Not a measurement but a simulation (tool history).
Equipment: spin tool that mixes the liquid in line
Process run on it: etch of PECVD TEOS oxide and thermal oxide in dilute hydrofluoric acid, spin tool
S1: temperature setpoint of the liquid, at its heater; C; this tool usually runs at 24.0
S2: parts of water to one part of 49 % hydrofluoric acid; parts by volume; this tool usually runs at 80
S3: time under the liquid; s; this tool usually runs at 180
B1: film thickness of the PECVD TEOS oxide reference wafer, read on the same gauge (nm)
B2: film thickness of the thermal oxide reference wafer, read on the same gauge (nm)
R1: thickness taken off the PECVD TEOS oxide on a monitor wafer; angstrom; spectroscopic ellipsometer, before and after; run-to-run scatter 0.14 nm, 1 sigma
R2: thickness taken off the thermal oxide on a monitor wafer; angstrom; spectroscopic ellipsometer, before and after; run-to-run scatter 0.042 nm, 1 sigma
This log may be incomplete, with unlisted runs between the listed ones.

Run 1, hour 0.0: usual settings; B1 30.00; B2 149.99. Result: R1 197.1 angstrom, R2 116.6 angstrom.
Run 2, hour 43.4: usual settings; B1 29.98; B2 150.00. Result: R1 198.9 angstrom, R2 117.2 angstrom.
Run 3, hour 201.3: usual settings; B1 30.01; B2 150.03. Result: R1 200.4 angstrom, R2 119.1 angstrom.
Run 4, hour 267.2: usual settings; B1 29.99; B2 150.00. Result: R1 203.4 angstrom, R2 119.3 angstrom.
Run 5, hour 303.9: usual settings; B1 29.99; B2 149.98. Result: R1 202.6 angstrom, R2 118.5 angstrom.
Run 6, hour 363.1: usual settings; B1 30.02; B2 149.98. Result: R1 199.8 angstrom, R2 119.1 angstrom.
Run 7, hour 419.3: usual settings; B1 29.96; B2 150.01. Result: R1 202.7 angstrom, R2 118.9 angstrom.
Run 8, hour 446.2: usual settings; B1 29.99; B2 150.05. Result: R1 201.7 angstrom, R2 119.9 angstrom.
Run 9, hour 497.6: usual settings but S1 19.5 C, S2 45 parts by volume, S3 225 s; B1 29.97; B2 150.02. Result: R1 386.4 angstrom, R2 228.7 angstrom.
Run 10, hour 568.1: usual settings; B1 29.99; B2 149.98. Result: R1 214.4 angstrom, R2 125.8 angstrom.
Run 11, hour 629.5: usual settings but S1 23.0 C, S2 65 parts by volume; B1 30.02; B2 149.98. Result: R1 252.4 angstrom, R2 151.4 angstrom.
Run 12, hour 681.7: usual settings but S1 21.5 C, S2 55 parts by volume; B1 30.03; B2 150.00. Result: R1 287.1 angstrom, R2 170.5 angstrom.
Run 13, hour 719.4: usual settings; B1 29.98; B2 149.99. Result: R1 214.1 angstrom, R2 125.7 angstrom.
Run 14, hour 788.1: usual settings but S1 20.0 C, S3 275 s; B1 30.00; B2 149.99. Result: R1 238.9 angstrom, R2 142.4 angstrom.
Run 15, hour 859.9: usual settings but S1 22.0 C, S2 55 parts by volume, S3 85 s; B1 29.99; B2 150.02. Result: R1 122.1 angstrom, R2 72.1 angstrom.
Run 16, hour 915.7: usual settings but S2 115 parts by volume, S3 80 s; B1 29.98; B2 150.02. Result: R1 55.2 angstrom, R2 32.7 angstrom.
Run 17, hour 978.4: usual settings but S2 65 parts by volume, S3 230 s; B1 30.02; B2 149.99. Result: R1 302.5 angstrom, R2 177.4 angstrom.
Run 18, hour 1007.7: usual settings but S3 125 s; B1 29.98; B2 149.97. Result: R1 128.5 angstrom, R2 76.8 angstrom.
Run 19, hour 1044.0: usual settings but S2 50 parts by volume, S3 285 s; B1 30.01; B2 150.01. Result: R1 492.6 angstrom, R2 292.0 angstrom.
Run 20, hour 1068.2: usual settings but S2 45 parts by volume; B1 30.01; B2 150.02. Result: R1 347.9 angstrom, R2 206.2 angstrom.
Run 21, hour 1246.1: usual settings but S2 90 parts by volume, S3 120 s; B1 30.03; B2 150.00. Result: R1 111.1 angstrom, R2 65.4 angstrom.
Run 22, hour 1313.7: usual settings but S1 27.0 C, S2 95 parts by volume; B1 30.00; B2 149.99. Result: R1 176.9 angstrom, R2 105.6 angstrom.
Run 23, hour 1370.0: usual settings but S1 19.5 C, S2 65 parts by volume, S3 225 s; B1 29.97; B2 149.99. Result: R1 249.4 angstrom, R2 146.1 angstrom.
Run 24, hour 1403.0: usual settings but S1 22.0 C, S2 55 parts by volume, S3 85 s; B1 30.00; B2 150.02. Result: R1 126.3 angstrom, R2 73.7 angstrom.
Run 25, hour 1466.6: usual settings but S3 85 s; B1 30.02; B2 149.99. Result: R1 90.7 angstrom, R2 53.8 angstrom.

Put back what was entered between runs (4 entries, withheld): which listed runs does each sit between, and how does the hidden state differ from the listed run before to the listed run after?
Run 9 -> run 10: hydrofluoric acid flow meter replaced (hour 547.6)
  hydrofluoric acid flow above the setpoint (%): 8.66 -> 13.3
  what was measured, less what the result would be without the hidden state, R1: +32.3 -> +27.4 angstrom; R2: +19.2 -> +16.1 angstrom
Run 10 -> run 11: thermometer replaced (hour 596.2)
  hydrofluoric acid flow above the setpoint (%): 13.3 -> 13.6
  what was measured, less what the result would be without the hidden state, R1: +27.4 -> +32.4 angstrom; R2: +16.1 -> +19.4 angstrom
Run 13 -> run 14: hydrofluoric acid flow meter replaced, repeated, since the last time left the tool worse (hour 774.8); gauge calibrated (hour 781.8)
  hydrofluoric acid flow above the setpoint (%): 14 -> 0.298
  what was measured, less what the result would be without the hidden state, R1: +28.7 -> +0.8 angstrom; R2: +16.8 -> +0.5 angstrom
